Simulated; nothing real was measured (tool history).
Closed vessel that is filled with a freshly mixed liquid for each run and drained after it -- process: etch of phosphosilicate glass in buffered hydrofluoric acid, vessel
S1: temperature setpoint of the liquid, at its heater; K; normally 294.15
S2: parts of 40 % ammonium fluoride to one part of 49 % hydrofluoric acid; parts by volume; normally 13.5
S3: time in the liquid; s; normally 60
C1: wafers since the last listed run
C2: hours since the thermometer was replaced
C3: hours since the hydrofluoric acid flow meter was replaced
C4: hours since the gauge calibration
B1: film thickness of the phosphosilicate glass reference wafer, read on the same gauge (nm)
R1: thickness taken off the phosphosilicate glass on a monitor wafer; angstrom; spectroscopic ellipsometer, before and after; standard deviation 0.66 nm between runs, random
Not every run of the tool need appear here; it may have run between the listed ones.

| run | hour | S1 | S2 | S3 | C1 | C2 | C3 | C4 | B1 | R1 |
|---|---|---|---|---|---|---|---|---|---|---|
| 1 | 0.0 | 294.15 | 13.5 | 60 | 0 | 1114.5 | 1702.8 | 46.5 | 59.99 | 1794.8 |
| 2 | 11.9 | 294.15 | 13.5 | 60 | 910 | 1126.4 | 1714.7 | 58.4 | 60.00 | 1801.3 |
| 3 | 29.0 | 294.15 | 13.5 | 60 | 1308 | 1143.5 | 1731.8 | 75.5 | 60.00 | 1801.3 |
| 4 | 38.2 | 294.15 | 13.5 | 60 | 703 | 1152.7 | 1741.0 | 84.7 | 60.03 | 1785.1 |
| 5 | 45.1 | 294.15 | 13.5 | 60 | 527 | 1159.6 | 1747.9 | 91.6 | 60.00 | 1804.0 |
| 6 | 60.9 | 294.15 | 13.5 | 60 | 1208 | 1175.4 | 1763.7 | 107.4 | 59.99 | 1798.9 |
| 7 | 70.3 | 294.15 | 13.5 | 60 | 719 | 1184.8 | 1773.1 | 116.8 | 60.03 | 1797.4 |
| 8 | 84.0 | 294.15 | 13.5 | 60 | 1048 | 1198.5 | 1786.8 | 130.5 | 60.00 | 1802.3 |
|  | 92.2 | gauge calibrated |
| 9 | 99.1 | 294.15 | 13.5 | 45 | 1155 | 1213.6 | 1801.9 | 6.9 | 60.01 | 1358.2 |
| 10 | 113.4 | 294.15 | 13.5 | 30 | 1093 | 1227.9 | 1816.2 | 21.2 | 59.98 | 902.1 |

For run 11, what comes out?
|  | 124.8 | thermometer replaced |
|  | 125.3 | hydrofluoric acid flow meter replaced |
| 11 | 125.8 | 290.15 | 13.5 | 60 | 834 | 1.0 | 0.5 | 33.6 | ? | ? |

B1: 59.99
R1: 1583.7 angstrom
With no hidden state in the tool, this same run would have given R1 1320.7 angstrom.
